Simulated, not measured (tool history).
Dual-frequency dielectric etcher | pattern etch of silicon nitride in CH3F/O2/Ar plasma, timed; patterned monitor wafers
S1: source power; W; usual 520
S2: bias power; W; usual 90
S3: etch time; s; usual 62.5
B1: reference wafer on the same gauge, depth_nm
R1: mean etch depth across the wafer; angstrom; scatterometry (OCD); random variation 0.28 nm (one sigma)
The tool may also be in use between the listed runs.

run 1 hour=0 | S1=520 S2=90 S3=62.5 | B1=59.7 | R1=503
-- hour=25.8 wet clean of the chamber
run 2 hour=30.9 | S1=520 S2=90 S3=62.5 | B1=59.7 | R1=535
run 3 hour=73.4 | S1=520 S2=90 S3=62.5 | B1=59.6 | R1=534
run 4 hour=116.8 | S1=520 S2=90 S3=62.5 | B1=59.7 | R1=525
-- hour=270.6 upper electrode replaced
-- hour=295.3 bias power generator calibrated
run 5 hour=299.1 | S1=520 S2=90 S3=62.5 | B1=59.7 | R1=517
run 6 hour=349.7 | S1=520 S2=90 S3=62.5 | B1=59.6 | R1=513
run 7 hour=406.3 | S1=520 S2=90 S3=62.5 | B1=59.7 | R1=511
-- hour=432.5 gauge calibrated
run 8 hour=450 | S1=400 S2=90 S3=53 | B1=59.7 | R1=384
-- hour=480.5 source power generator calibrated
-- hour=509.1 wet clean of the chamber
run 9 hour=509.6 | S1=520 S2=90 S3=62.5 | B1=59.7 | R1=536
run 10 hour=556.7 | S1=420 S2=99 S3=44.5 | B1=59.7 | R1=355
run 11 hour=606.5 | S1=560 S2=69 S3=46 | B1=59.7 | R1=374
run 12 hour=643.9 | S1=520 S2=90 S3=62.5 | B1=59.7 | R1=531
run 13 hour=715.1 | S1=520 S2=90 S3=44.5 | B1=59.6 | R1=372

Run 14 comes next. What will it give?
run 14 hour=771.8 | S1=520 S2=90 S3=69.5 | B1=? | R1=?

Run 14 gave B1 59.8, R1 584 angstrom.
Without the tool's hidden state the same run would have given R1 601 angstrom.
